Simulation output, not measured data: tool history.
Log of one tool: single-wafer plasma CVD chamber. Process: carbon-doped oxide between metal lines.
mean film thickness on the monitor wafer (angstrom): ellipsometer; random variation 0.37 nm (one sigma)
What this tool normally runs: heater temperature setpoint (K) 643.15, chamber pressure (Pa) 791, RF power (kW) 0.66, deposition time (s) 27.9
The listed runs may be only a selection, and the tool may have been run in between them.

run	hour	heater temperature setpoint (K)	chamber pressure (Pa)	RF power (kW)	deposition time (s)	read-back reference wafer on the same gauge, thickness_nm	mean film thickness on the monitor wafer (angstrom)
1	0	643.15	791	0.61	27.9	150.063	1432.57
2	16.2	643.15	791	0.66	27.9	149.917	1512.31
3	25	643.15	791	0.66	27.9	150.011	1512.88
4	32.1	643.15	791	0.66	27.9	149.933	1508.31
5	46.6	631.15	791	0.66	27.9	149.878	1560.81
6	64.1	643.15	791	0.745	27.9	150	1642.57
7	80.9	643.15	791	0.745	27.9	150.032	1639.17
# hour 97.8: thermocouple changed; heater temperature recalibrated
8	98.3	643.15	791	0.745	27.9	149.974	1645.56
# hour 114.9: RF generator calibrated
9	115.4	643.15	791	0.66	27.9	150.002	1581.24
10	122.1	643.15	791	0.63	27.9	149.995	1530.28
# hour 130.9: capacitance manometer re-zeroed and calibrated
# hour 133.6: gauge calibrated
11	134.2	643.15	791	0.63	27.9	149.906	1532.36
12	148.5	643.15	791	0.66	27.9	149.974	1580.76
13	159.6	643.15	653	0.595	31.4	149.874	1605.35
14	171.5	651.15	865	0.66	27.9	149.892	1560.46
15	188.2	633.15	791	0.705	30.1	149.897	1844.22
16	197.3	643.15	791	0.775	27.9	150.143	1768.89
17	211.7	633.15	791	0.755	27.9	150.014	1788.18
18	220.3	637.15	967	0.71	33.4	149.98	2061.38
19	236.2	634.15	791	0.66	27.9	149.995	1620.16
20	251.4	643.15	632	0.66	27.9	149.971	1527.33
21	258.4	654.15	791	0.715	24.6	150.015	1434.87
# hour 266.5: showerhead replaced
22	270.3	643.15	791	0.565	24.8	149.91	1259.98
23	282.1	643.15	635	0.66	25.6	149.938	1406.55
24	319.3	643.15	791	0.66	27.9	150.099	1582.61
25	331.1	643.15	791	0.545	27.9	149.997	1377.74

For run 26, what comes out?
26	338.6	653.15	611	0.615	29.9	?	?

Run 26 gave read-back reference wafer on the same gauge, thickness_nm 150.146, mean film thickness on the monitor wafer (angstrom) 1511.23.
If the tool had no hidden condition, the same run with the same run-to-run variation would have returned mean film thickness on the monitor wafer (angstrom) 1531.34.

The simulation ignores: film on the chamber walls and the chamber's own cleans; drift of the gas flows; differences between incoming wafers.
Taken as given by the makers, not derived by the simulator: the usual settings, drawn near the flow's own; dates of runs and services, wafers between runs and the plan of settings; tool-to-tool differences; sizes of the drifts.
